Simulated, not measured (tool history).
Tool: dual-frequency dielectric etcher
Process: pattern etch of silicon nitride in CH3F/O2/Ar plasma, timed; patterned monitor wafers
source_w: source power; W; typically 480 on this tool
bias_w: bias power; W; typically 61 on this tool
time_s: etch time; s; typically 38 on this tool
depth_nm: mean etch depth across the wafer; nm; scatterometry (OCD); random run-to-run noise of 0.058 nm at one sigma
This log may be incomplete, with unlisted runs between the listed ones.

run    hour  source_w  bias_w  time_s  read-back reference wafer on the same gauge, depth_nm  depth_nm
  1       0       480      61      31                                                  27.82      22.7
  2    53.5       480      61      38                                                  27.82     27.72
  3     145       480      69      38                                                  27.81     29.36
  4   241.9       480      69      38                                                  27.77     29.36
  5   287.6       480      69      38                                                   27.8     29.34
  6   330.2       480      61      38                                                   27.8     27.77
  7   370.5       480      61      38                                                  27.81     27.75
  8   432.5       480      61      38                                                   27.8     27.74
  9   531.5       480      61      38                                                  27.81     27.74
 10   587.5       480      61      38                                                   27.8      27.8
 11   629.4       480      61      38                                                  27.81     27.82
 12   692.1       480      61    44.5                                                  27.78     32.47
 13   798.5       550      51    29.5                                                   27.8     20.94
 14   880.7       410      51    48.5                                                  27.82     31.18
 15   971.3       430      48    47.5                                                  27.79     30.29
 16  1041.9       570      71      46                                                   27.8     38.39
 17  1081.2       380      75    32.5                                                  27.82     24.17
 18  1126.6       480      55      38                                                  27.79     26.89
 19  1198.4       550      61      38                                                  27.79     29.31
 20  1275.2       480      61      38                                                  27.81     27.92
 21  1350.8       480      61      38                                                   27.8     27.87
 22  1399.5       400      74    34.5                                                  27.82     25.88
 23  1455.8       510      61      38                                                   27.8     28.48
 24  1503.1       480      61      38                                                  27.78     27.83
 25  1600.8       480      61      38                                                   27.8     27.86
 26  1651.1       480      61      38                                                  27.79     27.79
 27  1746.8       540      61      38                                                  27.78     28.96
 28  1837.1       480      61      38                                                   27.8     27.88
 29  1921.9       480      61      38                                                  27.78     27.81

Not shown here: 8 entries made in the log between runs. Locate each between two listed runs and compare the hidden state at the listed run before it with the hidden state at the listed run after it:
Run 1 -> run 2: wet clean of the chamber (hour 53)
  bias power that arrives over what is set, %: -2.53 -> -2.58
  the result without the hidden state subtracted from the measured one, depth_nm: -0.24 -> -0.3 nm
Run 10 -> run 11: wet clean of the chamber (hour 620.3)
  bias power that arrives over what is set, %: -2.93 -> -2.95
  the result without the hidden state subtracted from the measured one, depth_nm: -0.35 -> -0.35 nm
Run 15 -> run 16: bias power generator calibrated (hour 984.4)
  bias power that arrives over what is set, %: -3.05 -> -0.458
  the result without the hidden state subtracted from the measured one, depth_nm: -0.37 -> -0.07 nm
Run 17 -> run 18: source power generator calibrated (hour 1115.7)
  bias power that arrives over what is set, %: -0.62 -> -0.795
  the result without the hidden state subtracted from the measured one, depth_nm: -0.07 -> -0.09 nm
Run 18 -> run 19: gauge calibrated (hour 1155.1)
  bias power that arrives over what is set, %: -0.795 -> -1.05
  the result without the hidden state subtracted from the measured one, depth_nm: -0.09 -> -0.12 nm
Run 19 -> run 20: upper electrode replaced (hour 1274.7)
  bias power that arrives over what is set, %: -1.05 -> -1.29
  the result without the hidden state subtracted from the measured one, depth_nm: -0.12 -> -0.16 nm
Run 20 -> run 21: wet clean of the chamber (hour 1305)
  bias power that arrives over what is set, %: -1.29 -> -1.5
  the result without the hidden state subtracted from the measured one, depth_nm: -0.16 -> -0.18 nm
Run 27 -> run 28: wet clean of the chamber (hour 1836.6)
  bias power that arrives over what is set, %: -2.29 -> -2.42
  the result without the hidden state subtracted from the measured one, depth_nm: -0.28 -> -0.29 nm

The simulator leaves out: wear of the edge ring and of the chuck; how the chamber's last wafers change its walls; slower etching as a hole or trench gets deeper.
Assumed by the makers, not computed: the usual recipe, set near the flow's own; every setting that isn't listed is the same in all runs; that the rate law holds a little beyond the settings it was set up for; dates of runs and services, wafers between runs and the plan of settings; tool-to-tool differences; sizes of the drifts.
